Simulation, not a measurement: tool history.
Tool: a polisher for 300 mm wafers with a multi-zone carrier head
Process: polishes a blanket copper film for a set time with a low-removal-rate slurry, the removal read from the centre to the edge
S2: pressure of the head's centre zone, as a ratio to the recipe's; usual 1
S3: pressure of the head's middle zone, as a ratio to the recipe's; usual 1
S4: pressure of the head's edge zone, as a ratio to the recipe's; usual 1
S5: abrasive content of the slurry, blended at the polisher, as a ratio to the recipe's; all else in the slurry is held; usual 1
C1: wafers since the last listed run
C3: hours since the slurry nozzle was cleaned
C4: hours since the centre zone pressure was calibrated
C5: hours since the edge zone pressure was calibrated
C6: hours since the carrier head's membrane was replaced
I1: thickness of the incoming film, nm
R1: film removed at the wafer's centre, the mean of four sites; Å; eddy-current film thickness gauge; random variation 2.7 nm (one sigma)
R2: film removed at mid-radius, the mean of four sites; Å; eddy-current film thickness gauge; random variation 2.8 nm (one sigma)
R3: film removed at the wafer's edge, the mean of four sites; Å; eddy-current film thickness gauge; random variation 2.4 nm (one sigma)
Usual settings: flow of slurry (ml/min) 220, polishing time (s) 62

Run 1, hour 0: usual settings; C1 0; wafers polished on this pad 654; C3 199.2; C4 1375.2; C5 702; C6 911.1; I1 836.1. Result: R1 1929 Å, R2 1871 Å, R3 1912 Å.
Run 2, hour 10.9: usual settings; C1 117; wafers polished on this pad 771; C3 210.1; C4 1386.1; C5 712.9; C6 922; I1 851.2. Result: R1 1891 Å, R2 1870 Å, R3 1894 Å.
Run 3, hour 22.5: usual settings; C1 125; wafers polished on this pad 897; C3 221.7; C4 1397.7; C5 724.5; C6 933.6; I1 838.1. Result: R1 1899 Å, R2 1835 Å, R3 1885 Å.
Run 4, hour 53.8: usual settings; C1 338; wafers polished on this pad 1235; C3 253; C4 1429; C5 755.8; C6 964.9; I1 836.5. Result: R1 1793 Å, R2 1750 Å, R3 1814 Å.
Run 5, hour 62.1: usual settings; C1 89; wafers polished on this pad 1325; C3 261.3; C4 1437.3; C5 764.1; C6 973.2; I1 835.3. Result: R1 1779 Å, R2 1706 Å, R3 1758 Å.
At hour 83.3: worn pad replaced by a new one.
At hour 99.6: edge zone pressure recalibrated.
Run 6, hour 109.5: usual settings but S3 0.94, S5 0.8; C1 447; wafers polished on this pad 261; C3 308.7; C4 1484.7; C5 9.9; C6 1020.6; I1 826.9. Result: R1 1894 Å, R2 1683 Å, R3 1831 Å.
Run 7, hour 122.1: usual settings but S3 0.94, S5 0.8; C1 136; wafers polished on this pad 397; C3 321.3; C4 1497.3; C5 22.5; C6 1033.2; I1 840.6. Result: R1 1859 Å, R2 1732 Å, R3 1825 Å.
At hour 128.9: carrier head's membrane replaced by a new one.
Run 8, hour 134.9: usual settings but S2 1.09; C1 84; wafers polished on this pad 482; C3 334.1; C4 1510.1; C5 35.3; C6 6; I1 848.4. Result: R1 2077 Å, R2 1896 Å, R3 1988 Å.
Run 9, hour 141.9: usual settings; C1 75; wafers polished on this pad 557; C3 341.1; C4 1517.1; C5 42.3; C6 13; I1 846.2. Result: R1 1919 Å, R2 1872 Å, R3 1912 Å.
Run 10, hour 155.6: usual settings but S2 1.07, S5 1.15; C1 148; wafers polished on this pad 706; C3 354.8; C4 1530.8; C5 56; C6 26.7; I1 823.8. Result: R1 2160 Å, R2 1940 Å, R3 1949 Å.
Run 11, hour 168.2: usual settings but flow of slurry (ml/min) 295, S2 1.05, S3 1.07, S4 1.05; C1 136; wafers polished on this pad 842; C3 367.4; C4 1543.4; C5 68.6; C6 39.3; I1 836.2. Result: R1 2023 Å, R2 2095 Å, R3 1968 Å.
At hour 175.9: centre zone pressure recalibrated.
Run 12, hour 176.4: usual settings; C1 67; wafers polished on this pad 909; C3 375.6; C4 0.5; C5 76.8; C6 47.5; I1 836. Result: R1 1854 Å, R2 1809 Å, R3 1878 Å.
Run 13, hour 187.8: usual settings but flow of slurry (ml/min) 250, S2 1.06, S3 1.11, S5 0.9; C1 123; wafers polished on this pad 1032; C3 387; C4 11.9; C5 88.2; C6 58.9; I1 841.8. Result: R1 1909 Å, R2 1920 Å, R3 1774 Å.
Run 14, hour 195.4: usual settings; C1 82; wafers polished on this pad 1114; C3 394.6; C4 19.5; C5 95.8; C6 66.5; I1 851.5. Result: R1 1829 Å, R2 1766 Å, R3 1836 Å.
At hour 212.2: worn pad replaced by a new one.
Run 15, hour 212.7: usual settings; C1 143; wafers polished on this pad 5; C3 411.9; C4 36.8; C5 113.1; C6 83.8; I1 841.9. Result: R1 1970 Å, R2 1883 Å, R3 1952 Å.
Run 16, hour 219.1: usual settings but S3 0.9, polishing time (s) 52; C1 69; wafers polished on this pad 74; C3 418.3; C4 43.2; C5 119.5; C6 90.2; I1 858.4. Result: R1 1645 Å, R2 1495 Å, R3 1679 Å.
Run 17, hour 225.3: usual settings but flow of slurry (ml/min) 255; C1 67; wafers polished on this pad 141; C3 424.5; C4 49.4; C5 125.7; C6 96.4; I1 840.8. Result: R1 2017 Å, R2 1973 Å, R3 1980 Å.
At hour 231: slurry nozzle cleaned.
Run 18, hour 240: usual settings but S3 1.09; C1 148; wafers polished on this pad 290; C3 9; C4 64.1; C5 140.4; C6 111.1; I1 832.3. Result: R1 1999 Å, R2 2074 Å, R3 1961 Å.
Run 19, hour 283.6: usual settings but S5 1.25, polishing time (s) 72; C1 471; wafers polished on this pad 761; C3 52.6; C4 107.7; C5 184; C6 154.7; I1 833.5. Result: R1 2369 Å, R2 2255 Å, R3 2345 Å.
Run 20, hour 292.2: usual settings but flow of slurry (ml/min) 245, S2 0.92, S3 1.05, S5 0.9; C1 93; wafers polished on this pad 854; C3 61.2; C4 116.3; C5 192.6; C6 163.3; I1 843. Result: R1 1785 Å, R2 1898 Å, R3 1824 Å.
Run 21, hour 308.6: usual settings but S5 1.25, polishing time (s) 72; C1 177; wafers polished on this pad 1032; C3 77.6; C4 132.7; C5 209; C6 179.7; I1 821.6. Result: R1 2300 Å, R2 2165 Å, R3 2254 Å.
Run 22, hour 326.1: usual settings but S2 0.88, S3 0.96, S5 0.8; C1 189; wafers polished on this pad 1221; C3 95.1; C4 150.2; C5 226.5; C6 197.2; I1 843.1. Result: R1 1615 Å, R2 1600 Å, R3 1733 Å.

4 ways to go on from here, each from the tool as it stands after run 22. What would each give?
Run A, hour 326.5: usual settings; C1 4; wafers polished on this pad 1225; C3 95.5; C4 150.6; C5 226.9; C6 197.6; I1 840.9. Result: R1 ?, R2 ?, R3 ?.
Run B, hour 326.5: usual settings but flow of slurry (ml/min) 150, S2 0.9, S4 0.93, S5 1.25; C1 4; wafers polished on this pad 1225; C3 95.5; C4 150.6; C5 226.9; C6 197.6; I1 840.9. Result: R1 ?, R2 ?, R3 ?.
Run C, hour 326.5: usual settings but S2 1.06, polishing time (s) 76; C1 4; wafers polished on this pad 1225; C3 95.5; C4 150.6; C5 226.9; C6 197.6; I1 840.9. Result: R1 ?, R2 ?, R3 ?.
Run D, hour 326.5: usual settings but flow of slurry (ml/min) 150, S4 1.07; C1 4; wafers polished on this pad 1225; C3 95.5; C4 150.6; C5 226.9; C6 197.6; I1 840.9. Result: R1 ?, R2 ?, R3 ?.

run    R1    R2    R3
  A  1826  1798  1770
  B  1653  1778  1740
  C  2340  2204  2170
  D  1687  1676  1722
Without the tool's hidden state the same runs would have given:
run    R1    R2    R3
  A  2004  1974  1943
  B  1814  1952  1910
  C  2569  2419  2382
  D  1852  1839  1890
